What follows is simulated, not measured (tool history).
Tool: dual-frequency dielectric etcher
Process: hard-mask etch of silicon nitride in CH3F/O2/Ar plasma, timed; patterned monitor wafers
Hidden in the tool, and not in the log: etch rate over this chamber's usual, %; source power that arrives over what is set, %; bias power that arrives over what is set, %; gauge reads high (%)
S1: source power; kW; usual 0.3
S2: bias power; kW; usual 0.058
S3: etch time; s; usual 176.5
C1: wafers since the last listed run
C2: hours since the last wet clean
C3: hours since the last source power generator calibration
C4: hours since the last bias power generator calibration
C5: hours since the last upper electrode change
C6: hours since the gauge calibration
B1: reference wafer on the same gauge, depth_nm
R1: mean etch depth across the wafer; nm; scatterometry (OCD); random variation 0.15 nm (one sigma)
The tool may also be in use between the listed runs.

{"run": 1, "hour": 0.0, "S1": 0.3, "S2": 0.058, "S3": 176.5, "C1": 0, "C2": 590.5, "C3": 4756.3, "C4": 1839.5, "C5": 4876.3, "C6": 264.8, "B1": 108.8, "R1": 96.8}
{"hour": 56.6, "done": "wet clean of the chamber"}
{"run": 2, "hour": 57.1, "S1": 0.35, "S2": 0.058, "S3": 176.5, "C1": 345, "C2": 0.5, "C3": 4813.4, "C4": 1896.6, "C5": 4933.4, "C6": 321.9, "B1": 108.8, "R1": 102.3}
{"run": 3, "hour": 106.3, "S1": 0.35, "S2": 0.058, "S3": 176.5, "C1": 513, "C2": 49.7, "C3": 4862.6, "C4": 1945.8, "C5": 4982.6, "C6": 371.1, "B1": 108.8, "R1": 102.2}
{"run": 4, "hour": 163.3, "S1": 0.35, "S2": 0.058, "S3": 176.5, "C1": 595, "C2": 106.7, "C3": 4919.6, "C4": 2002.8, "C5": 5039.6, "C6": 428.1, "B1": 108.9, "R1": 102}
{"run": 5, "hour": 284.3, "S1": 0.24, "S2": 0.058, "S3": 176.5, "C1": 1263, "C2": 227.7, "C3": 5040.6, "C4": 2123.8, "C5": 5160.6, "C6": 549.1, "B1": 108.8, "R1": 93}
{"hour": 391.2, "done": "upper electrode replaced"}
{"run": 6, "hour": 415.9, "S1": 0.24, "S2": 0.058, "S3": 176.5, "C1": 1123, "C2": 359.3, "C3": 5172.2, "C4": 2255.4, "C5": 24.7, "C6": 680.7, "B1": 108.8, "R1": 92.5}
{"run": 7, "hour": 477.5, "S1": 0.24, "S2": 0.058, "S3": 176.5, "C1": 643, "C2": 420.9, "C3": 5233.8, "C4": 2317, "C5": 86.3, "C6": 742.3, "B1": 108.8, "R1": 92.3}
{"run": 8, "hour": 512.7, "S1": 0.3, "S2": 0.064, "S3": 176.5, "C1": 367, "C2": 456.1, "C3": 5269, "C4": 2352.2, "C5": 121.5, "C6": 777.5, "B1": 108.8, "R1": 101.3}
{"run": 9, "hour": 579.0, "S1": 0.34, "S2": 0.058, "S3": 176.5, "C1": 692, "C2": 522.4, "C3": 5335.3, "C4": 2418.5, "C5": 187.8, "C6": 843.8, "B1": 108.8, "R1": 100.6}
{"hour": 587.9, "done": "source power generator calibrated"}
{"run": 10, "hour": 650.6, "S1": 0.36, "S2": 0.07, "S3": 125.5, "C1": 705, "C2": 594, "C3": 62.7, "C4": 2490.1, "C5": 259.4, "C6": 915.4, "B1": 108.8, "R1": 77.9}
{"run": 11, "hour": 678.9, "S1": 0.23, "S2": 0.07, "S3": 200.5, "C1": 295, "C2": 622.3, "C3": 91, "C4": 2518.4, "C5": 287.7, "C6": 943.7, "B1": 108.8, "R1": 111.6}
{"hour": 705.4, "done": "wet clean of the chamber"}
{"run": 12, "hour": 731.4, "S1": 0.36, "S2": 0.058, "S3": 142, "C1": 297, "C2": 26, "C3": 143.5, "C4": 2570.9, "C5": 340.2, "C6": 996.2, "B1": 108.8, "R1": 83.7}
{"hour": 752.7, "done": "bias power generator calibrated"}
{"run": 13, "hour": 758.6, "S1": 0.37, "S2": 0.058, "S3": 142.5, "C1": 242, "C2": 53.2, "C3": 170.7, "C4": 5.9, "C5": 367.4, "C6": 1023.4, "B1": 108.8, "R1": 83}
{"hour": 777.6, "done": "gauge calibrated"}
{"run": 14, "hour": 816.2, "S1": 0.3, "S2": 0.058, "S3": 176.5, "C1": 601, "C2": 110.8, "C3": 228.3, "C4": 63.5, "C5": 425, "C6": 38.6, "B1": 108.8, "R1": 97.6}
{"run": 15, "hour": 853.9, "S1": 0.36, "S2": 0.058, "S3": 176.5, "C1": 393, "C2": 148.5, "C3": 266, "C4": 101.2, "C5": 462.7, "C6": 76.3, "B1": 108.8, "R1": 102.2}
{"run": 16, "hour": 1050.5, "S1": 0.3, "S2": 0.068, "S3": 208, "C1": 2052, "C2": 345.1, "C3": 462.6, "C4": 297.8, "C5": 659.3, "C6": 272.9, "B1": 108.8, "R1": 121.4}
{"run": 17, "hour": 1096.1, "S1": 0.3, "S2": 0.058, "S3": 176.5, "C1": 476, "C2": 390.7, "C3": 508.2, "C4": 343.4, "C5": 704.9, "C6": 318.5, "B1": 108.8, "R1": 96.7}
{"run": 18, "hour": 1137.9, "S1": 0.35, "S2": 0.068, "S3": 144.5, "C1": 436, "C2": 432.5, "C3": 550, "C4": 385.2, "C5": 746.7, "C6": 360.3, "B1": 108.8, "R1": 87.5}

Forecast each of these 3 alternatives for the next run:
{"run": "A", "hour": 1138.4, "S1": 0.3, "S2": 0.058, "S3": 176.5, "C1": 5, "C2": 433, "C3": 550.5, "C4": 385.7, "C5": 747.2, "C6": 360.8, "B1": "?", "R1": "?"}
{"run": "B", "hour": 1138.4, "S1": 0.3, "S2": 0.045, "S3": 176.5, "C1": 5, "C2": 433, "C3": 550.5, "C4": 385.7, "C5": 747.2, "C6": 360.8, "B1": "?", "R1": "?"}
{"run": "C", "hour": 1138.4, "S1": 0.36, "S2": 0.053, "S3": 159, "C1": 5, "C2": 433, "C3": 550.5, "C4": 385.7, "C5": 747.2, "C6": 360.8, "B1": "?", "R1": "?"}

run=A B1=108.8 R1=96.5
run=B B1=108.8 R1=87.7
run=C B1=108.8 R1=88.1
Without the tool's hidden state the same runs would have given:
run=A R1=97.4
run=B R1=88.6
run=C R1=89
